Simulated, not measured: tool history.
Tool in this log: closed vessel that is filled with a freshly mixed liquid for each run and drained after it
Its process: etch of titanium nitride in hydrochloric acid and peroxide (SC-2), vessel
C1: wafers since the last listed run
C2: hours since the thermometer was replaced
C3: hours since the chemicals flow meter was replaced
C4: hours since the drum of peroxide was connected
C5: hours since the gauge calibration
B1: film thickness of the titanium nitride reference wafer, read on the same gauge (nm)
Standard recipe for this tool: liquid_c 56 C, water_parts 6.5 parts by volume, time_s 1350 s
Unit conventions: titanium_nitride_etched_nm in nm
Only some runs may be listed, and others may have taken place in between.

run 1 hour=0 | liquid_c=56 water_parts=6.5 time_s=1350 | C1=0 C2=496.8 C3=2237.9 C4=785 C5=151.1 | B1=80 | titanium_nitride_etched_nm=47.78
run 2 hour=12.6 | liquid_c=56 water_parts=6.5 time_s=1350 | C1=497 C2=509.4 C3=2250.5 C4=797.6 C5=163.7 | B1=80 | titanium_nitride_etched_nm=48.38
run 3 hour=30.3 | liquid_c=56 water_parts=6.5 time_s=1350 | C1=698 C2=527.1 C3=2268.2 C4=815.3 C5=181.4 | B1=80.04 | titanium_nitride_etched_nm=47.71
run 4 hour=46.1 | liquid_c=56 water_parts=6.5 time_s=1350 | C1=623 C2=542.9 C3=2284 C4=831.1 C5=197.2 | B1=80.02 | titanium_nitride_etched_nm=48.91
run 5 hour=57.7 | liquid_c=56 water_parts=6.5 time_s=1350 | C1=457 C2=554.5 C3=2295.6 C4=842.7 C5=208.8 | B1=80 | titanium_nitride_etched_nm=48.72
run 6 hour=74.8 | liquid_c=56 water_parts=6.5 time_s=1350 | C1=675 C2=571.6 C3=2312.7 C4=859.8 C5=225.9 | B1=79.99 | titanium_nitride_etched_nm=48.24
run 7 hour=85.8 | liquid_c=56 water_parts=6.5 time_s=1350 | C1=434 C2=582.6 C3=2323.7 C4=870.8 C5=236.9 | B1=80.01 | titanium_nitride_etched_nm=48.76
-- hour=88.3 thermometer replaced
run 8 hour=100.9 | liquid_c=56 water_parts=6.5 time_s=1350 | C1=556 C2=12.6 C3=2338.8 C4=885.9 C5=252 | B1=80.01 | titanium_nitride_etched_nm=42.45
-- hour=114.5 chemicals flow meter replaced
run 9 hour=115.5 | liquid_c=56 water_parts=6.5 time_s=1350 | C1=536 C2=27.2 C3=1 C4=900.5 C5=266.6 | B1=79.97 | titanium_nitride_etched_nm=43.66
run 10 hour=129.3 | liquid_c=56 water_parts=6.5 time_s=1350 | C1=544 C2=41 C3=14.8 C4=914.3 C5=280.4 | B1=79.98 | titanium_nitride_etched_nm=43.93
-- hour=138 new drum of peroxide connected
run 11 hour=138.5 | liquid_c=56 water_parts=6.5 time_s=1350 | C1=323 C2=50.2 C3=24 C4=0.5 C5=289.6 | B1=80.02 | titanium_nitride_etched_nm=43.9
run 12 hour=154.5 | liquid_c=56 water_parts=6.5 time_s=1350 | C1=631 C2=66.2 C3=40 C4=16.5 C5=305.6 | B1=79.99 | titanium_nitride_etched_nm=43.86
run 13 hour=172.2 | liquid_c=56 water_parts=6.5 time_s=1350 | C1=698 C2=83.9 C3=57.7 C4=34.2 C5=323.3 | B1=80.01 | titanium_nitride_etched_nm=44.06
-- hour=174.1 gauge calibrated
run 14 hour=185 | liquid_c=63 water_parts=5 time_s=1785 | C1=505 C2=96.7 C3=70.5 C4=47 C5=10.9 | B1=80.01 | titanium_nitride_etched_nm=110.3
run 15 hour=194.4 | liquid_c=62.5 water_parts=6.5 time_s=1350 | C1=371 C2=106.1 C3=79.9 C4=56.4 C5=20.3 | B1=79.98 | titanium_nitride_etched_nm=65.63
run 16 hour=203.1 | liquid_c=61 water_parts=8 time_s=1015 | C1=343 C2=114.8 C3=88.6 C4=65.1 C5=29 | B1=80 | titanium_nitride_etched_nm=38.52
run 17 hour=209.7 | liquid_c=49.5 water_parts=9.5 time_s=1720 | C1=260 C2=121.4 C3=95.2 C4=71.7 C5=35.6 | B1=80.02 | titanium_nitride_etched_nm=27.06
run 18 hour=217.4 | liquid_c=51 water_parts=6.5 time_s=650 | C1=304 C2=129.1 C3=102.9 C4=79.4 C5=43.3 | B1=79.98 | titanium_nitride_etched_nm=15.62
run 19 hour=226.2 | liquid_c=56 water_parts=6.5 time_s=1350 | C1=347 C2=137.9 C3=111.7 C4=88.2 C5=52.1 | B1=80 | titanium_nitride_etched_nm=44.19
run 20 hour=236.9 | liquid_c=52.5 water_parts=9.5 time_s=2140 | C1=422 C2=148.6 C3=122.4 C4=98.9 C5=62.8 | B1=80.02 | titanium_nitride_etched_nm=42.17
run 21 hour=250 | liquid_c=61.5 water_parts=4.5 time_s=1350 | C1=517 C2=161.7 C3=135.5 C4=112 C5=75.9 | B1=80 | titanium_nitride_etched_nm=83.04
run 22 hour=257.7 | liquid_c=61 water_parts=8.5 time_s=1715 | C1=304 C2=169.4 C3=143.2 C4=119.7 C5=83.6 | B1=80 | titanium_nitride_etched_nm=63.52

Give the tool's hidden conditions for every run:
chemicals flow above the setpoint (%): 0 at every run
peroxide weaker than its label (%): 0 at every run
gauge reads high (%): 0 at every run
H1: liquid hotter than its thermometer reads (K)
run=1 H1=1.71
run=2 H1=1.75
run=3 H1=1.8
run=4 H1=1.85
run=5 H1=1.89
run=6 H1=1.94
run=7 H1=1.98
run=8 H1=0.169
run=9 H1=0.214
run=10 H1=0.257
run=11 H1=0.286
run=12 H1=0.336
run=13 H1=0.391
run=14 H1=0.431
run=15 H1=0.46
run=16 H1=0.487
run=17 H1=0.508
run=18 H1=0.531
run=19 H1=0.559
run=20 H1=0.592
run=21 H1=0.633
run=22 H1=0.657
